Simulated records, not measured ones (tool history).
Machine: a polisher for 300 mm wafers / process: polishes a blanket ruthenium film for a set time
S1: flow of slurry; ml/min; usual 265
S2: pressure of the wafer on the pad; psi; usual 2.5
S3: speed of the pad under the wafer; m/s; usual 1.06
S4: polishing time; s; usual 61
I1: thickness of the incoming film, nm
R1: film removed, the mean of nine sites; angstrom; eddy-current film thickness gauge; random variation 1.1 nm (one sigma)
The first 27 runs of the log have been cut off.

run 28 hour=748.1 | S1=225 S2=2.5 S3=1.36 S4=61 | I1=262.2 | R1=1307
run 29 hour=780.7 | S1=305 S2=2.5 S3=1.06 S4=40 | I1=260.9 | R1=731
run 30 hour=794.1 | S1=265 S2=1.9 S3=0.86 S4=61 | I1=256.1 | R1=668
run 31 hour=827.0 | S1=265 S2=2.5 S3=1.06 S4=61 | I1=257.4 | R1=1085
run 32 hour=841.0 | S1=220 S2=3.3 S3=1.16 S4=72 | I1=256.1 | R1=1821
run 33 hour=861.5 | S1=295 S2=2.5 S3=1.06 S4=61 | I1=256.8 | R1=1099
-- hour=868.5 worn pad replaced by a new one
run 34 hour=884.1 | S1=265 S2=2.5 S3=0.88 S4=61 | I1=255.9 | R1=927
-- hour=897.1 head pressure recalibrated
run 35 hour=917.6 | S1=265 S2=2.5 S3=0.78 S4=76 | I1=261.7 | R1=905
run 36 hour=943.1 | S1=310 S2=3.1 S3=0.78 S4=61 | I1=255.4 | R1=913
run 37 hour=956.8 | S1=320 S2=2.5 S3=1.06 S4=70 | I1=258.9 | R1=1123
run 38 hour=990.9 | S1=265 S2=3.2 S3=1.06 S4=61 | I1=260.0 | R1=1242

Below are 3 alternative next runs, each starting from the tool's condition after run 38. Predict each:
run A hour=991.3 | S1=265 S2=2.5 S3=1.06 S4=61 | I1=260.8 | R1=?
run B hour=991.3 | S1=300 S2=2.5 S3=1.06 S4=61 | I1=260.8 | R1=?
run C hour=991.3 | S1=210 S2=2.5 S3=1.28 S4=55 | I1=260.8 | R1=?

run=A R1=971
run=B R1=986
run=C R1=1015
Without the tool's unlogged condition, the same runs would have read:
run=A R1=1006
run=B R1=1017
run=C R1=1060
